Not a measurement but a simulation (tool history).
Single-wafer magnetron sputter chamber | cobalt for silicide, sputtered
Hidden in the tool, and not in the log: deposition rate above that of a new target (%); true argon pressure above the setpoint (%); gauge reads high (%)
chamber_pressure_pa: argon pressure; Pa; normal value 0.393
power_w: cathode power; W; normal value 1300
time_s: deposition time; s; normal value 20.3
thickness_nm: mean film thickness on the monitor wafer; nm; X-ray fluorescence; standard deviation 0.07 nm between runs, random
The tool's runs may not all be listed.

| run | hour | chamber_pressure_pa | power_w | time_s | wafers since the last listed run | wafers on the sputter target | hours since the last manometer calibration | hours since the magnet pack was replaced | hours since the gauge calibration | read-back reference wafer on the same gauge, thickness_nm | thickness_nm |
|---|---|---|---|---|---|---|---|---|---|---|---|
| 1 | 0.0 | 0.393 | 1300 | 20.3 | 0 | 7684 | 2537.2 | 11823.0 | 477.7 | 12.614 | 13.467 |
|  | 35.2 | sputter target and shields replaced |
| 2 | 82.4 | 0.393 | 1300 | 20.3 | 2072 | 1313 | 2619.6 | 11905.4 | 560.1 | 12.590 | 13.700 |
| 3 | 172.4 | 0.393 | 1300 | 20.3 | 2506 | 3820 | 2709.6 | 11995.4 | 650.1 | 12.578 | 13.532 |
| 4 | 239.9 | 0.393 | 1300 | 20.3 | 1880 | 5700 | 2777.1 | 12062.9 | 717.6 | 12.581 | 13.455 |
| 5 | 301.1 | 0.393 | 1300 | 20.3 | 1704 | 7405 | 2838.3 | 12124.1 | 778.8 | 12.573 | 13.385 |
|  | 348.9 | sputter target and shields replaced |
| 6 | 378.2 | 0.331 | 1300 | 22.4 | 1924 | 816 | 2915.4 | 12201.2 | 855.9 | 12.614 | 15.565 |
| 7 | 417.3 | 0.331 | 1300 | 22.4 | 1089 | 1905 | 2954.5 | 12240.3 | 895.0 | 12.631 | 15.386 |
| 8 | 471.4 | 0.393 | 1300 | 20.3 | 1506 | 3412 | 3008.6 | 12294.4 | 949.1 | 12.620 | 13.473 |
|  | 517.1 | capacitance manometer re-zeroed and calibrated |
| 9 | 569.3 | 0.393 | 1300 | 20.3 | 2504 | 5916 | 52.2 | 12392.3 | 1047.0 | 12.591 | 13.457 |
| 10 | 611.3 | 0.273 | 1300 | 20.3 | 1169 | 7086 | 94.2 | 12434.3 | 1089.0 | 12.583 | 13.961 |
|  | 667.3 | sputter target and shields replaced |
|  | 686.0 | gauge calibrated |
| 11 | 692.3 | 0.273 | 1300 | 20.3 | 2033 | 695 | 175.2 | 12515.3 | 6.3 | 12.622 | 14.294 |
|  | 859.8 | magnet pack replaced |
|  | 961.0 | sputter target and shields replaced |
| 12 | 969.0 | 0.352 | 1100 | 20.3 | 7261 | 221 | 451.9 | 109.2 | 283.0 | 12.598 | 12.037 |
| 13 | 1049.1 | 0.491 | 1400 | 16.7 | 2231 | 2452 | 532.0 | 189.3 | 363.1 | 12.602 | 11.733 |
| 14 | 1222.0 | 0.444 | 1450 | 19.1 | 4815 | 7268 | 704.9 | 362.2 | 536.0 | 12.606 | 13.796 |
| 15 | 1274.0 | 0.393 | 1300 | 23.2 | 1448 | 8717 | 756.9 | 414.2 | 588.0 | 12.589 | 15.486 |
|  | 1314.9 | sputter target and shields replaced |
| 16 | 1328.2 | 0.393 | 1300 | 20.3 | 1286 | 369 | 811.1 | 468.4 | 642.2 | 12.635 | 13.836 |
| 17 | 1377.5 | 0.393 | 1300 | 23.0 | 1373 | 1742 | 860.4 | 517.7 | 691.5 | 12.588 | 15.520 |
| 18 | 1425.8 | 0.300 | 1300 | 20.3 | 1345 | 3087 | 908.7 | 566.0 | 739.8 | 12.634 | 13.909 |
| 19 | 1472.6 | 0.393 | 1300 | 20.3 | 1303 | 4391 | 955.5 | 612.8 | 786.6 | 12.608 | 13.464 |
| 20 | 1546.0 | 0.393 | 1300 | 20.3 | 2044 | 6435 | 1028.9 | 686.2 | 860.0 | 12.593 | 13.342 |
|  | 1622.0 | sputter target and shields replaced |
| 21 | 1622.5 | 0.255 | 1300 | 20.3 | 1908 | 14 | 1105.4 | 762.7 | 936.5 | 12.613 | 14.443 |
| 22 | 1657.2 | 0.318 | 1300 | 20.3 | 966 | 980 | 1140.1 | 797.4 | 971.2 | 12.619 | 14.170 |

Take each entry between the runs: how does the hidden state at the last listed run before it differ from the hidden state at the first listed run after it?
After run 1, before run 2: sputter target and shields replaced (hour 35.2)
  deposition rate above that of a new target (%): -3.71 -> -1.55
  measured result minus the result with no hidden state, thickness_nm: -0.519 -> -0.216 nm
After run 5, before run 6: sputter target and shields replaced (hour 348.9)
  deposition rate above that of a new target (%): -3.66 -> -0.901
  measured result minus the result with no hidden state, thickness_nm: -0.508 -> -0.142 nm
After run 8, before run 9: capacitance manometer re-zeroed and calibrated (hour 517.1)
  deposition rate above that of a new target (%): -2.54 -> -3.27
  measured result minus the result with no hidden state, thickness_nm: -0.351 -> -0.454 nm
After run 10, before run 11: sputter target and shields replaced (hour 667.3); gauge calibrated (hour 686.0)
  deposition rate above that of a new target (%): -3.43 -> -0.761
  measured result minus the result with no hidden state, thickness_nm: -0.496 -> -0.110 nm
After run 11, before run 12: magnet pack replaced (hour 859.8); sputter target and shields replaced (hour 961.0)
  deposition rate above that of a new target (%): -0.761 -> -0.499
  measured result minus the result with no hidden state, thickness_nm: -0.110 -> -0.060 nm
After run 15, before run 16: sputter target and shields replaced (hour 1314.9)
  deposition rate above that of a new target (%): -3.77 -> -1.22
  measured result minus the result with no hidden state, thickness_nm: -0.606 -> -0.170 nm
After run 20, before run 21: sputter target and shields replaced (hour 1622.0)
  deposition rate above that of a new target (%): -4.08 -> -0.0243
  measured result minus the result with no hidden state, thickness_nm: -0.567 -> -0.004 nm
